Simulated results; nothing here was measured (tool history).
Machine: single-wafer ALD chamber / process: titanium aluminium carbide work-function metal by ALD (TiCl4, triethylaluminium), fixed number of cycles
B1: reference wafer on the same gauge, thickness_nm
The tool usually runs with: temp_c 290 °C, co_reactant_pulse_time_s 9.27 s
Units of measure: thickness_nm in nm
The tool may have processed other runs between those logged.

{"run": 1, "hour": 0.0, "temp_c": 295, "co_reactant_pulse_time_s": 9.27, "B1": 1.899, "thickness_nm": 1.702}
{"run": 2, "hour": 73.2, "temp_c": 290, "co_reactant_pulse_time_s": 9.27, "B1": 1.9, "thickness_nm": 1.663}
{"run": 3, "hour": 121.1, "temp_c": 290, "co_reactant_pulse_time_s": 9.27, "B1": 1.899, "thickness_nm": 1.658}
{"run": 4, "hour": 204.3, "temp_c": 290, "co_reactant_pulse_time_s": 9.27, "B1": 1.897, "thickness_nm": 1.646}
{"run": 5, "hour": 286.2, "temp_c": 290, "co_reactant_pulse_time_s": 9.27, "B1": 1.901, "thickness_nm": 1.714}
{"run": 6, "hour": 323.1, "temp_c": 290, "co_reactant_pulse_time_s": 9.27, "B1": 1.901, "thickness_nm": 1.705}
{"run": 7, "hour": 384.0, "temp_c": 290, "co_reactant_pulse_time_s": 9.27, "B1": 1.899, "thickness_nm": 1.722}
{"run": 8, "hour": 643.9, "temp_c": 290, "co_reactant_pulse_time_s": 9.27, "B1": 1.901, "thickness_nm": 1.706}
{"run": 9, "hour": 748.0, "temp_c": 290, "co_reactant_pulse_time_s": 9.27, "B1": 1.899, "thickness_nm": 1.718}
{"run": 10, "hour": 802.8, "temp_c": 299, "co_reactant_pulse_time_s": 9.27, "B1": 1.899, "thickness_nm": 1.783}
{"run": 11, "hour": 876.0, "temp_c": 303, "co_reactant_pulse_time_s": 5.67, "B1": 1.903, "thickness_nm": 1.667}
{"run": 12, "hour": 944.9, "temp_c": 290, "co_reactant_pulse_time_s": 6.46, "B1": 1.901, "thickness_nm": 1.608}
{"run": 13, "hour": 1048.7, "temp_c": 304, "co_reactant_pulse_time_s": 9.27, "B1": 1.902, "thickness_nm": 1.823}
{"run": 14, "hour": 1135.8, "temp_c": 290, "co_reactant_pulse_time_s": 9.27, "B1": 1.899, "thickness_nm": 1.691}
{"run": 15, "hour": 1238.1, "temp_c": 300, "co_reactant_pulse_time_s": 12.16, "B1": 1.901, "thickness_nm": 1.824}
{"run": 16, "hour": 1334.5, "temp_c": 302, "co_reactant_pulse_time_s": 12.03, "B1": 1.9, "thickness_nm": 1.841}
{"run": 17, "hour": 1412.7, "temp_c": 281, "co_reactant_pulse_time_s": 11.23, "B1": 1.9, "thickness_nm": 1.644}
{"run": 18, "hour": 1490.0, "temp_c": 290, "co_reactant_pulse_time_s": 9.27, "B1": 1.898, "thickness_nm": 1.725}
{"run": 19, "hour": 1597.8, "temp_c": 285, "co_reactant_pulse_time_s": 12.62, "B1": 1.899, "thickness_nm": 1.708}
{"run": 20, "hour": 1644.8, "temp_c": 295, "co_reactant_pulse_time_s": 12.09, "B1": 1.898, "thickness_nm": 1.814}
{"run": 21, "hour": 1736.7, "temp_c": 281, "co_reactant_pulse_time_s": 12.54, "B1": 1.902, "thickness_nm": 1.67}
{"run": 22, "hour": 1791.7, "temp_c": 290, "co_reactant_pulse_time_s": 12.25, "B1": 1.899, "thickness_nm": 1.766}
{"run": 23, "hour": 1851.0, "temp_c": 304, "co_reactant_pulse_time_s": 12.42, "B1": 1.903, "thickness_nm": 1.88}
{"run": 24, "hour": 1929.7, "temp_c": 290, "co_reactant_pulse_time_s": 9.27, "B1": 1.899, "thickness_nm": 1.71}
{"run": 25, "hour": 1986.2, "temp_c": 290, "co_reactant_pulse_time_s": 9.27, "B1": 1.902, "thickness_nm": 1.706}
{"run": 26, "hour": 2060.2, "temp_c": 281, "co_reactant_pulse_time_s": 5.86, "B1": 1.901, "thickness_nm": 1.507}
{"run": 27, "hour": 2099.0, "temp_c": 290, "co_reactant_pulse_time_s": 9.27, "B1": 1.901, "thickness_nm": 1.703}
{"run": 28, "hour": 2140.1, "temp_c": 284, "co_reactant_pulse_time_s": 6.43, "B1": 1.902, "thickness_nm": 1.563}
{"run": 29, "hour": 2183.8, "temp_c": 290, "co_reactant_pulse_time_s": 9.27, "B1": 1.899, "thickness_nm": 1.697}
{"run": 30, "hour": 2241.1, "temp_c": 295, "co_reactant_pulse_time_s": 6.1, "B1": 1.899, "thickness_nm": 1.623}
{"run": 31, "hour": 2341.1, "temp_c": 290, "co_reactant_pulse_time_s": 9.27, "B1": 1.902, "thickness_nm": 1.699}
{"run": 32, "hour": 2415.3, "temp_c": 290, "co_reactant_pulse_time_s": 9.27, "B1": 1.9, "thickness_nm": 1.68}

Taken out of this log: 6 entries between the listed runs. Where each belongs, and how the hidden state differs across it:
Between runs 3 and 4: thermocouple changed; heater temperature recalibrated (hour 203.2)
  triethylaluminium dose above that of a fresh bottle (%): -29.3 -> -30.9
  what was measured, less what the result would be without the hidden state, thickness_nm: -0.076 -> -0.082 nm
Between runs 4 and 5: triethylaluminium bottle replaced (hour 244.4)
  triethylaluminium dose above that of a fresh bottle (%): -30.9 -> -2.65
  what was measured, less what the result would be without the hidden state, thickness_nm: -0.082 -> -0.005 nm
Between runs 8 and 9: showerhead replaced (hour 746.5)
  triethylaluminium dose above that of a fresh bottle (%): -9.53 -> -11.5
  what was measured, less what the result would be without the hidden state, thickness_nm: -0.019 -> -0.024 nm
Between runs 9 and 10: gauge calibrated (hour 799.2)
  triethylaluminium dose above that of a fresh bottle (%): -11.5 -> -12.6
  what was measured, less what the result would be without the hidden state, thickness_nm: -0.024 -> -0.027 nm
Between runs 17 and 18: triethylaluminium bottle replaced (hour 1455.2)
  triethylaluminium dose above that of a fresh bottle (%): -24.3 -> -1.2
  what was measured, less what the result would be without the hidden state, thickness_nm: -0.041 -> -0.002 nm
Between runs 18 and 19: thermocouple changed; heater temperature recalibrated (hour 1571.8)
  triethylaluminium dose above that of a fresh bottle (%): -1.2 -> -3.28
  what was measured, less what the result would be without the hidden state, thickness_nm: -0.002 -> -0.003 nm
